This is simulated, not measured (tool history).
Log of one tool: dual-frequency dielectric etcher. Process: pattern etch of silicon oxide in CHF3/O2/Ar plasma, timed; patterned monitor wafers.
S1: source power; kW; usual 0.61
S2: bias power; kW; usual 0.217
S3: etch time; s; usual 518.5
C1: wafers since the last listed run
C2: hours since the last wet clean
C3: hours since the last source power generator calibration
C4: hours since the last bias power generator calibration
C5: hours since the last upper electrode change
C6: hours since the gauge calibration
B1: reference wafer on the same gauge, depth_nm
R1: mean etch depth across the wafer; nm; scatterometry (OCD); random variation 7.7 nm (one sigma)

| run | hour | S1 | S2 | S3 | C1 | C2 | C3 | C4 | C5 | C6 | B1 | R1 |
|---|---|---|---|---|---|---|---|---|---|---|---|---|
| 1 | 0 | 0.61 | 0.248 | 518.5 | 0 | 329.8 | 2687.3 | 469 | 1854.9 | 714.7 | 1016.6 | 1169.4 |
| 2 | 87 | 0.61 | 0.217 | 518.5 | 301 | 416.8 | 2774.3 | 556 | 1941.9 | 801.7 | 1022.9 | 1086.9 |
|  | 171.6 | wet clean of the chamber |
| 3 | 312 | 0.56 | 0.217 | 518.5 | 697 | 140.4 | 2999.3 | 781 | 2166.9 | 1026.7 | 1025.2 | 1054.7 |
| 4 | 542.7 | 0.56 | 0.217 | 518.5 | 800 | 371.1 | 3230 | 1011.7 | 2397.6 | 1257.4 | 1018.7 | 1041.9 |
|  | 597.4 | wet clean of the chamber |
| 5 | 626.1 | 0.56 | 0.217 | 518.5 | 206 | 28.7 | 3313.4 | 1095.1 | 2481 | 1340.8 | 1019.5 | 1013.3 |
| 6 | 727.7 | 0.61 | 0.217 | 518.5 | 352 | 130.3 | 3415 | 1196.7 | 2582.6 | 1442.4 | 1022.5 | 1070.7 |
| 7 | 789 | 0.61 | 0.217 | 518.5 | 212 | 191.6 | 3476.3 | 1258 | 2643.9 | 1503.7 | 1019.7 | 1059.9 |
| 8 | 856.2 | 0.72 | 0.217 | 475 | 233 | 258.8 | 3543.5 | 1325.2 | 2711.1 | 1570.9 | 1020.9 | 1073.1 |
| 9 | 898 | 0.72 | 0.217 | 475 | 145 | 300.6 | 3585.3 | 1367 | 2752.9 | 1612.7 | 1022.3 | 1069.6 |
| 10 | 996.3 | 0.72 | 0.217 | 475 | 341 | 398.9 | 3683.6 | 1465.3 | 2851.2 | 1711 | 1019.7 | 1064.2 |
|  | 1105.4 | wet clean of the chamber, repeated, since the last time left the tool worse |
| 11 | 1105.9 | 0.49 | 0.217 | 559 | 297 | 0.5 | 3793.2 | 1574.9 | 2960.8 | 1820.6 | 1016.4 | 1046.7 |
| 12 | 1178.3 | 0.64 | 0.198 | 518.5 | 251 | 72.9 | 3865.6 | 1647.3 | 3033.2 | 1893 | 1022.2 | 1090.8 |
|  | 1273.9 | upper electrode replaced |
| 13 | 1274.4 | 0.61 | 0.217 | 518.5 | 250 | 169 | 3961.7 | 1743.4 | 0.5 | 1989.1 | 1018.4 | 1113.7 |
| 14 | 1351.6 | 0.52 | 0.199 | 618.5 | 267 | 246.2 | 4038.9 | 1820.6 | 77.7 | 2066.3 | 1020.6 | 1152.8 |
|  | 1415.8 | source power generator calibrated |
| 15 | 1430.1 | 0.61 | 0.217 | 467 | 258 | 324.7 | 14.3 | 1899.1 | 156.2 | 2144.8 | 1018 | 997.9 |
|  | 1484.5 | bias power generator calibrated |
|  | 1506.6 | wet clean of the chamber |
| 16 | 1527.6 | 0.72 | 0.217 | 475 | 247 | 21 | 111.8 | 43.1 | 253.7 | 2242.3 | 1023.4 | 1146.1 |
| 17 | 1577.7 | 0.52 | 0.252 | 435.5 | 173 | 71.1 | 161.9 | 93.2 | 303.8 | 2292.4 | 1020.3 | 915.6 |
|  | 1630.6 | gauge calibrated |
| 18 | 1858.1 | 0.74 | 0.261 | 463.5 | 973 | 351.5 | 442.3 | 373.6 | 584.2 | 227.5 | 1019.8 | 1195.1 |
| 19 | 1939 | 0.47 | 0.246 | 408 | 280 | 432.4 | 523.2 | 454.5 | 665.1 | 308.4 | 1018.5 | 783.2 |
| 20 | 1980.7 | 0.61 | 0.167 | 518.5 | 144 | 474.1 | 564.9 | 496.2 | 706.8 | 350.1 | 1014.7 | 962.1 |
|  | 2027.3 | wet clean of the chamber |
| 21 | 2027.8 | 0.56 | 0.194 | 570.5 | 80 | 0.5 | 612 | 543.3 | 753.9 | 397.2 | 1020.4 | 1109.1 |

Run 22 comes next. What will it give?
| 22 | 2123.9 | 0.57 | 0.264 | 518.5 | 333 | 96.6 | 708.1 | 639.4 | 850 | 493.3 | ? | ? |

{"run 22": {"B1": 1022.2, "R1": 1180.3}}
The same run, on a tool lacking any hidden state, would have yielded R1 1186.5 nm.

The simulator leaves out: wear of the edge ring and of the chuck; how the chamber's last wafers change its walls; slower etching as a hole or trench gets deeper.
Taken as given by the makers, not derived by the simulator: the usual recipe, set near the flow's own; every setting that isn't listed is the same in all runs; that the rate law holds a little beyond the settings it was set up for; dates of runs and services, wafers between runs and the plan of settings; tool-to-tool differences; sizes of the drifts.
